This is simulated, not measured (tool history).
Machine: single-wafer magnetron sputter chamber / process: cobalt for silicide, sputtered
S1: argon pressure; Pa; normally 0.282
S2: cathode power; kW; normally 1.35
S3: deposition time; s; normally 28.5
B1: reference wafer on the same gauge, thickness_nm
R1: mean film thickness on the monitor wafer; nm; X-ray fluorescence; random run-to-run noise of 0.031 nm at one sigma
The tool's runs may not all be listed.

run,hour,S1,S2,S3,B1,R1
1,0,0.282,1.35,28.5,17.907,20.547
2,25.2,0.282,1.35,28.5,17.916,20.452
3,77.3,0.282,1.35,28.5,17.902,20.409
# hour 85.8: magnet pack replaced
4,91.2,0.282,1.35,28.5,17.898,20.364
5,107.1,0.282,1.35,28.5,17.901,20.269
# hour 110.8: gauge calibrated
6,121.7,0.35,1.35,28.5,17.895,19.952
# hour 135: sputter target and shields replaced
7,135.5,0.35,1.35,28.5,17.901,20.257
8,138.8,0.282,1.35,28.5,17.89,20.591
9,151.9,0.282,1.35,28.5,17.894,20.56
# hour 164: capacitance manometer re-zeroed and calibrated
10,164.5,0.35,1.35,28.5,17.908,20.328
11,177.6,0.282,1.35,28.5,17.906,20.589

What will run 12 give?
12,193.2,0.328,1.2,28.5,?,?

B1: 17.892
R1: 18.094 nm
Had the tool carried no hidden state, the very same run would have given R1 18.131 nm.
